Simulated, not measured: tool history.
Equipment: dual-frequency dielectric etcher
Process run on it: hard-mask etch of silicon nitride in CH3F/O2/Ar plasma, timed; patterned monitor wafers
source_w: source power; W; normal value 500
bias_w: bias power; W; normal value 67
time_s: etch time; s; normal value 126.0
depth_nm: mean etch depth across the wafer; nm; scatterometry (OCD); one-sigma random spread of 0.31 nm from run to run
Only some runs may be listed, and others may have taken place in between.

run   hour  source_w  bias_w  time_s  wafers since the last listed run  hours since the last wet clean  hours since the last source power generator calibration  hours since the last bias power generator calibration  hours since the last upper electrode change  hours since the gauge calibration  read-back reference wafer on the same gauge, depth_nm  depth_nm
  1    0.0       500      67   126.0                                 0                           259.6                                                   1379.7                                                 3956.2                                       3527.1                              152.4                                                   76.7      93.2
  2    9.1       580      67    98.5                                87                           268.7                                                   1388.8                                                 3965.3                                       3536.2                              161.5                                                   76.6      77.6
  3   25.3       580      67    98.5                               155                           284.9                                                   1405.0                                                 3981.5                                       3552.4                              177.7                                                   76.7      78.2
  4   36.5       580      67    98.5                               107                           296.1                                                   1416.2                                                 3992.7                                       3563.6                              188.9                                                   76.7      78.1
  5   49.8       410      62   126.0                               127                           309.4                                                   1429.5                                                 4006.0                                       3576.9                              202.2                                                   76.7      82.8
  6   67.1       410      62   126.0                               166                           326.7                                                   1446.8                                                 4023.3                                       3594.2                              219.5                                                   76.7      83.0
     121.5  -- bias power generator calibrated
     125.7  -- upper electrode replaced
  7  126.2       410      62   126.0                               488                           385.8                                                   1505.9                                                    4.7                                          0.5                              278.6                                                   76.7      82.6
  8  126.5       500      67   126.0                                 2                           386.1                                                   1506.2                                                    5.0                                          0.8                              278.9                                                   76.7      93.1
  9  127.7       500      67   126.0                                11                           387.3                                                   1507.4                                                    6.2                                          2.0                              280.1                                                   76.7      93.0
 10  134.9       500      67   126.0                                69                           394.5                                                   1514.6                                                   13.4                                          9.2                              287.3                                                   76.7      92.9
 11  150.7       500      67   126.0                               151                           410.3                                                   1530.4                                                   29.2                                         25.0                              303.1                                                   76.8      93.7
 12  161.4       570      55   160.0                               102                           421.0                                                   1541.1                                                   39.9                                         35.7                              313.8                                                   76.7     118.3
 13  171.5       390      76   138.5                                97                           431.1                                                   1551.2                                                   50.0                                         45.8                              323.9                                                   76.7      94.1
 14  179.3       410      82   146.0                                74                           438.9                                                   1559.0                                                   57.8                                         53.6                              331.7                                                   76.7     104.6
 15  194.2       580      67    98.5                               143                           453.8                                                   1573.9                                                   72.7                                         68.5                              346.6                                                   76.7      77.9
 16  205.3       500      67   126.0                               106                           464.9                                                   1585.0                                                   83.8                                         79.6                              357.7                                                   76.6      93.0
     213.3  -- gauge calibrated
     216.1  -- source power generator calibrated
 17  220.2       500      67   101.0                               104                           479.8                                                      4.1                                                   98.7                                         94.5                                6.9                                                   76.6      74.5
     270.8  -- wet clean of the chamber
 18  272.1       500      67   126.0                               268                             1.3                                                     56.0                                                  150.6                                        146.4                               58.8                                                   76.7      92.8
 19  283.6       420      56   126.0                               110                            12.8                                                     67.5                                                  162.1                                        157.9                               70.3                                                   76.6      81.4
 20  298.0       560      53   162.0                               138                            27.2                                                     81.9                                                  176.5                                        172.3                               84.7                                                   76.7     118.0
 21  310.0       540      76   157.0                               115                            39.2                                                     93.9                                                  188.5                                        184.3                               96.7                                                   76.7     125.0
 22  351.4       500      67   126.0                               397                            80.6                                                    135.3                                                  229.9                                        225.7                              138.1                                                   76.7      93.0
 23  368.4       610      62   110.0                               163                            97.6                                                    152.3                                                  246.9                                        242.7                              155.1                                                   76.7      86.7

Here are 5 independent what-if runs from the current tool condition. What would each one return?
  A  368.9       610      67   126.0                                 4                            98.1                                                    152.8                                                  247.4                                        243.2                              155.6                                                      ?         ?
  B  368.9       540      81    99.5                                 4                            98.1                                                    152.8                                                  247.4                                        243.2                              155.6                                                      ?         ?
  C  368.9       600      59   155.0                                 4                            98.1                                                    152.8                                                  247.4                                        243.2                              155.6                                                      ?         ?
  D  368.9       420      81   161.5                                 4                            98.1                                                    152.8                                                  247.4                                        243.2                              155.6                                                      ?         ?
  E  368.9       380      55   105.5                                 4                            98.1                                                    152.8                                                  247.4                                        243.2                              155.6                                                      ?         ?

run  read-back reference wafer on the same gauge, depth_nm  depth_nm
  A                                                   76.7     102.0
  B                                                   76.7      80.8
  C                                                   76.7     120.0
  D                                                   76.7     116.7
  E                                                   76.7      64.5
Had the tool no hidden state, the same runs would have come out as:
run  depth_nm
  A     102.0
  B      80.8
  C     120.0
  D     116.7
  E      64.5
